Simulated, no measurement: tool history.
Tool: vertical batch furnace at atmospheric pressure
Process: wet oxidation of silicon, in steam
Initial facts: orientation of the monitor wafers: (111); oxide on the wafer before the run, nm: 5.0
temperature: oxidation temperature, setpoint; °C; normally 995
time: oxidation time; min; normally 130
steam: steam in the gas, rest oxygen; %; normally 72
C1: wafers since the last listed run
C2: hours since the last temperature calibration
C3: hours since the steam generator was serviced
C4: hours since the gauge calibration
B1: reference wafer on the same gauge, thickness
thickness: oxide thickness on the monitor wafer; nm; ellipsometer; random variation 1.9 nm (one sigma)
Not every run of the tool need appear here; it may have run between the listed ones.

run 1 day=0 | temperature=995 time=130 steam=72 | C1=0 C2=2710.4 C3=2873.5 C4=976.2 | B1=529.75 | thickness=605.41
run 2 day=2.942 | temperature=995 time=130 steam=72 | C1=987 C2=2781 C3=2944.1 C4=1046.8 | B1=530.06 | thickness=598.18
run 3 day=3.988 | temperature=995 time=130 steam=72 | C1=350 C2=2806.1 C3=2969.2 C4=1071.9 | B1=530.18 | thickness=604.49
run 4 day=5.521 | temperature=995 time=130 steam=72 | C1=514 C2=2842.9 C3=3006 C4=1108.7 | B1=530.25 | thickness=601.21
run 5 day=7.125 | temperature=995 time=130 steam=77 | C1=538 C2=2881.4 C3=3044.5 C4=1147.2 | B1=529.71 | thickness=625.86
run 6 day=10.029 | temperature=995 time=150.5 steam=72 | C1=974 C2=2951.1 C3=3114.2 C4=1216.9 | B1=529.87 | thickness=654.59
run 7 day=14.975 | temperature=995 time=130 steam=72 | C1=1659 C2=3069.8 C3=3232.9 C4=1335.6 | B1=529.8 | thickness=602.54
run 8 day=16.617 | temperature=995 time=160.5 steam=72 | C1=550 C2=3109.2 C3=3272.3 C4=1375 | B1=529.69 | thickness=680.88
run 9 day=19.029 | temperature=995 time=160.5 steam=72 | C1=809 C2=3167.1 C3=3330.2 C4=1432.9 | B1=529.82 | thickness=678.59
run 10 day=20.675 | temperature=995 time=130 steam=72 | C1=552 C2=3206.6 C3=3369.7 C4=1472.4 | B1=530 | thickness=603.17
run 11 day=22.788 | temperature=995 time=130 steam=72 | C1=708 C2=3257.3 C3=3420.4 C4=1523.1 | B1=530.22 | thickness=602.19
-- day=22.933 gauge calibrated
run 12 day=25.367 | temperature=995 time=130 steam=72 | C1=865 C2=3319.2 C3=3482.3 C4=58.4 | B1=530.01 | thickness=601.92
run 13 day=27.133 | temperature=978 time=108.5 steam=79 | C1=592 C2=3361.6 C3=3524.7 C4=100.8 | B1=529.86 | thickness=519.04
-- day=29.317 thermocouples replaced and temperature profile calibrated
run 14 day=29.338 | temperature=1001 time=130 steam=72 | C1=404 C2=0.5 C3=3577.6 C4=153.7 | B1=530.03 | thickness=622.27
run 15 day=31.267 | temperature=971 time=149 steam=81 | C1=647 C2=46.8 C3=3623.9 C4=200 | B1=529.84 | thickness=614.96
run 16 day=32.642 | temperature=995 time=130 steam=72 | C1=461 C2=79.8 C3=3656.9 C4=233 | B1=529.73 | thickness=601.61
-- day=35.446 steam generator serviced
run 17 day=35.608 | temperature=995 time=154.5 steam=72 | C1=659 C2=151 C3=3.9 C4=304.2 | B1=530.17 | thickness=697.79
run 18 day=37.396 | temperature=995 time=174.5 steam=72 | C1=599 C2=193.9 C3=46.8 C4=347.1 | B1=530.4 | thickness=749.66
run 19 day=38.992 | temperature=975 time=130 steam=79 | C1=535 C2=232.2 C3=85.1 C4=385.4 | B1=530.2 | thickness=597.48
run 20 day=40.575 | temperature=975 time=68.5 steam=82 | C1=531 C2=270.2 C3=123.1 C4=423.4 | B1=530.15 | thickness=406.75
run 21 day=41.892 | temperature=1014 time=88.5 steam=65 | C1=441 C2=301.8 C3=154.7 C4=455 | B1=530.27 | thickness=518.51
run 22 day=44.25 | temperature=995 time=107 steam=72 | C1=791 C2=358.4 C3=211.3 C4=511.6 | B1=529.67 | thickness=558.53
run 23 day=45.988 | temperature=995 time=130 steam=72 | C1=582 C2=400.1 C3=253 C4=553.3 | B1=530.22 | thickness=627.42
run 24 day=48.942 | temperature=995 time=173 steam=67 | C1=991 C2=471 C3=323.9 C4=624.2 | B1=529.77 | thickness=708.28

Alternative continuations, all from the tool just after run 24; predict every row:
run A day=49.2 | temperature=995 time=130 steam=72 | C1=86 C2=477.2 C3=330.1 C4=630.4 | B1=? | thickness=?
run B day=49.2 | temperature=1002 time=99.5 steam=76 | C1=86 C2=477.2 C3=330.1 C4=630.4 | B1=? | thickness=?
run C day=49.2 | temperature=995 time=103 steam=72 | C1=86 C2=477.2 C3=330.1 C4=630.4 | B1=? | thickness=?
run D day=49.2 | temperature=995 time=178 steam=72 | C1=86 C2=477.2 C3=330.1 C4=630.4 | B1=? | thickness=?
run E day=49.2 | temperature=988 time=157.5 steam=84 | C1=86 C2=477.2 C3=330.1 C4=630.4 | B1=? | thickness=?

run=A B1=530.31 thickness=624.24
run=B B1=530.31 thickness=569.81
run=C B1=530.31 thickness=542.75
run=D B1=530.31 thickness=751.11
run=E B1=530.31 thickness=739.48
With the hidden condition removed and each run's random variation left untouched, the same runs would have given:
run=A thickness=633.07
run=B thickness=577.89
run=C thickness=550.57
run=D thickness=761.5
run=E thickness=749.8
